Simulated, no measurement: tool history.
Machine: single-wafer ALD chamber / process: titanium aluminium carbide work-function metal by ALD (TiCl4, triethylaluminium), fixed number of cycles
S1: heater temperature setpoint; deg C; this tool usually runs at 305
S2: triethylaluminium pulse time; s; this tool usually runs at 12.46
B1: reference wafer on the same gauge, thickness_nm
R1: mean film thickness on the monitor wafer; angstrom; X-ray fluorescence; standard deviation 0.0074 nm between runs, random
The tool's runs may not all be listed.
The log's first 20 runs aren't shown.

run 21 day=55.792 | S1=305 S2=12.46 | B1=2.242 | R1=20.66
run 22 day=58.721 | S1=295 S2=14.72 | B1=2.241 | R1=19.94
run 23 day=63.154 | S1=314 S2=15.56 | B1=2.240 | R1=21.45
-- day=64.100 triethylaluminium bottle replaced
-- day=64.829 showerhead replaced
run 24 day=67.075 | S1=312 S2=16.05 | B1=2.238 | R1=21.34
run 25 day=69.225 | S1=305 S2=12.46 | B1=2.238 | R1=20.59
-- day=70.079 gauge calibrated
run 26 day=73.362 | S1=305 S2=12.46 | B1=2.283 | R1=20.99
run 27 day=76.858 | S1=302 S2=12.46 | B1=2.276 | R1=20.76
run 28 day=80.292 | S1=299 S2=10.62 | B1=2.268 | R1=19.99
run 29 day=83.929 | S1=305 S2=12.46 | B1=2.262 | R1=20.81

Forecast run 30:
run 30 day=88.396 | S1=310 S2=12.46 | B1=? | R1=?

Run 30 gave B1 2.255, R1 21.25 angstrom.
Minus the tool's unlogged condition, the same run would have read R1 21.67 angstrom.
